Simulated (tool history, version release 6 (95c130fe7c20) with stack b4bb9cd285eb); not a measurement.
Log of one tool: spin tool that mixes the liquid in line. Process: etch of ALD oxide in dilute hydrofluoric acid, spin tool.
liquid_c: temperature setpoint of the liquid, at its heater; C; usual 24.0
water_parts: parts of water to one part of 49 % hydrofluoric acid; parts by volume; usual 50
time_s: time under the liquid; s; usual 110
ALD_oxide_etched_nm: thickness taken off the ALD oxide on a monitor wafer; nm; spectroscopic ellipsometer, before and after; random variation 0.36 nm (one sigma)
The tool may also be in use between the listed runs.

run,hour,liquid_c,water_parts,time_s,"read-back film thickness of the ALD oxide reference wafer, read on the same gauge (nm)",ALD_oxide_etched_nm
1,0.0,24.0,50,110,40.03,41.97
2,64.0,24.0,50,110,40.00,42.13
3,133.4,24.0,50,110,40.00,42.12
4,229.0,24.0,50,110,39.99,42.79
5,327.6,24.0,50,110,39.99,42.71
6,382.9,24.0,50,110,40.01,42.22
7,480.1,24.0,50,110,39.99,42.46
8,566.4,24.0,50,110,40.02,42.34
9,646.7,24.0,55,110,39.98,38.36
10,701.0,24.0,50,110,39.96,41.63
# hour 749.6: thermometer replaced
11,802.2,24.0,50,110,39.99,42.24
12,869.5,24.0,35,60,39.98,32.82
13,964.2,24.0,50,110,40.02,42.12
# hour 965.6: gauge calibrated
14,1062.5,19.5,70,50,40.02,11.03
# hour 1078.4: hydrofluoric acid flow meter replaced
15,1107.9,26.0,70,65,39.99,18.59
16,1153.5,24.0,50,110,39.99,42.47
17,1217.0,24.0,50,175,39.97,66.89
18,1283.5,24.0,50,110,39.97,41.94
19,1340.6,24.0,50,110,39.99,42.38
20,1417.3,20.0,30,110,40.04,60.51
21,1469.1,21.0,50,135,40.01,45.73
22,1519.2,27.5,70,75,40.02,22.84

Forecast each of these 4 alternatives for the next run:
A,1519.6,24.0,50,110,?,?
B,1519.6,26.5,50,160,?,?
C,1519.6,21.5,50,60,?,?
D,1519.6,21.0,25,110,?,?

run,"read-back film thickness of the ALD oxide reference wafer, read on the same gauge (nm)",ALD_oxide_etched_nm
A,40.00,42.56
B,40.00,68.54
C,40.00,20.92
D,40.00,77.48
Without the tool's hidden state the same runs would have given:
run,ALD_oxide_etched_nm
A,42.56
B,68.54
C,20.92
D,77.48
